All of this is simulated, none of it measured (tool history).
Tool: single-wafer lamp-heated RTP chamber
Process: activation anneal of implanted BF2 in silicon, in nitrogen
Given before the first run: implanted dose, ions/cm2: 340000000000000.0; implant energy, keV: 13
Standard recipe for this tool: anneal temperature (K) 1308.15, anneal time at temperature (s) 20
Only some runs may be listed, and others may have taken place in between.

run,hour,anneal temperature (K),anneal time at temperature (s),"read-back reference wafer on the same gauge, sheet resistance",sheet resistance of the implanted and annealed layer (ohm/square)
1,0.0,1308.15,20,467.85,406.01
2,17.4,1308.15,20,468.03,405.64
3,35.2,1308.15,20,467.90,405.26
4,51.0,1308.15,20,467.93,405.29
5,60.5,1308.15,20,468.06,405.63
6,69.0,1293.15,20,467.96,411.90
7,79.6,1293.15,20,467.92,411.76
8,95.9,1308.15,20,468.12,403.90
9,111.0,1308.15,20,468.03,403.54
10,121.1,1288.15,20,467.94,412.68
11,130.5,1316.15,30,468.06,392.64
# hour 138.1: gauge calibrated
12,139.8,1336.15,12,468.06,400.15
13,157.1,1287.15,16,468.03,416.64
# hour 177.8: pyrometer window cleaned and pyrometer calibrated
14,178.3,1308.15,20,468.06,408.96
# hour 191.6: reflector plate cleaned
15,192.1,1308.15,32,467.94,400.72
16,202.7,1308.15,20,468.03,408.79
17,215.4,1300.15,25,468.04,408.92
18,233.2,1287.15,29,467.96,411.77
19,247.0,1308.15,20,468.03,407.84

Alternative continuations, all from the tool just after run 19; predict every row:
A,247.4,1308.15,20,?,?
B,247.4,1297.15,20,?,?
C,247.4,1335.15,20,?,?

run,"read-back reference wafer on the same gauge, sheet resistance",sheet resistance of the implanted and annealed layer (ohm/square)
A,467.95,408.83
B,467.95,414.17
C,467.95,396.99
Without the tool's unlogged condition, the same runs would have read:
run,sheet resistance of the implanted and annealed layer (ohm/square)
A,408.99
B,414.33
C,397.11
